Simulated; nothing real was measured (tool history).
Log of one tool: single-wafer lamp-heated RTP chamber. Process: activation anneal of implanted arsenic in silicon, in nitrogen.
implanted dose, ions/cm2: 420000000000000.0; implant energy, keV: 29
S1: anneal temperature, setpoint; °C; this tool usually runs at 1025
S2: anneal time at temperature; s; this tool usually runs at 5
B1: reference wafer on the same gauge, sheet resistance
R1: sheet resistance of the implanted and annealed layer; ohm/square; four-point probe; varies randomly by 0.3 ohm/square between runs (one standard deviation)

run 1 day=0 | S1=1025 S2=5 | B1=228.2 | R1=203.85
run 2 day=0.542 | S1=1025 S2=6 | B1=228.22 | R1=203.57
run 3 day=1.025 | S1=1025 S2=6 | B1=228.22 | R1=203.5
run 4 day=1.571 | S1=1025 S2=7 | B1=228.41 | R1=203.37
run 5 day=2.179 | S1=1025 S2=7 | B1=228.39 | R1=202.86
run 6 day=2.429 | S1=1025 S2=7 | B1=228.33 | R1=202.69
run 7 day=3.15 | S1=1047 S2=7 | B1=228.67 | R1=201.53
run 8 day=3.854 | S1=1047 S2=7 | B1=228.75 | R1=201.37
run 9 day=4.258 | S1=1047 S2=7 | B1=228.75 | R1=202.28
run 10 day=4.783 | S1=1006 S2=5 | B1=228.9 | R1=205.71
run 11 day=5.462 | S1=1006 S2=5 | B1=228.88 | R1=206.63
run 12 day=5.762 | S1=1006 S2=5 | B1=229.06 | R1=206.09
-- day=6.288 pyrometer window cleaned and pyrometer calibrated
run 13 day=6.308 | S1=1007 S2=5 | B1=229.14 | R1=205.94
run 14 day=6.929 | S1=1007 S2=5 | B1=229.29 | R1=206.66
run 15 day=7.504 | S1=1034 S2=5 | B1=229.42 | R1=204.15
run 16 day=7.854 | S1=1000 S2=5 | B1=229.64 | R1=207.01
run 17 day=8.288 | S1=1025 S2=8 | B1=229.61 | R1=203.68
run 18 day=8.675 | S1=1025 S2=5 | B1=229.78 | R1=205.14
run 19 day=9.35 | S1=1001 S2=6 | B1=229.79 | R1=206.86
run 20 day=9.738 | S1=1025 S2=3 | B1=229.95 | R1=207.15
-- day=10.292 gauge calibrated
run 21 day=10.488 | S1=999 S2=5 | B1=226.55 | R1=203.81
run 22 day=11.092 | S1=1025 S2=5 | B1=226.51 | R1=202.57
run 23 day=11.446 | S1=1000 S2=5 | B1=226.35 | R1=203.91
run 24 day=12.071 | S1=1014 S2=4 | B1=226.43 | R1=203.94
run 25 day=12.529 | S1=1001 S2=3 | B1=226.51 | R1=204.67
-- day=13.429 reflector plate cleaned
run 26 day=13.45 | S1=1042 S2=8 | B1=226.42 | R1=199.58
-- day=13.808 pyrometer window cleaned and pyrometer calibrated
run 27 day=13.829 | S1=1047 S2=3 | B1=226.65 | R1=202.51
run 28 day=14.4 | S1=1025 S2=5 | B1=226.44 | R1=203.26
run 29 day=14.9 | S1=1025 S2=5 | B1=226.58 | R1=202.62
run 30 day=15.367 | S1=1025 S2=5 | B1=226.58 | R1=202.72
run 31 day=15.988 | S1=1012 S2=7 | B1=226.62 | R1=202.25
run 32 day=16.412 | S1=1049 S2=4 | B1=226.61 | R1=201.62
run 33 day=17.246 | S1=1053 S2=7 | B1=226.57 | R1=198.56
run 34 day=17.667 | S1=1025 S2=5 | B1=226.8 | R1=202.6
run 35 day=18.242 | S1=1037 S2=6 | B1=226.81 | R1=201.27
run 36 day=18.667 | S1=1040 S2=5 | B1=226.75 | R1=202.04
-- day=21.121 pyrometer window cleaned and pyrometer calibrated
run 37 day=21.142 | S1=1043 S2=8 | B1=227.05 | R1=199.94
run 38 day=21.167 | S1=1039 S2=3 | B1=226.89 | R1=203.8

3 ways to go on from here, each from the tool as it stands after run 38. What would each give?
run A day=21.183 | S1=1025 S2=5 | B1=? | R1=?
run B day=21.183 | S1=1053 S2=3 | B1=? | R1=?
run C day=21.183 | S1=1000 S2=4 | B1=? | R1=?

run=A B1=226.85 R1=202.98
run=B B1=226.85 R1=202.62
run=C B1=226.85 R1=204.68
The same runs, with their run-to-run variation unchanged, on a tool lacking any hidden condition would have given:
run=A R1=203.04
run=B R1=202.68
run=C R1=204.74
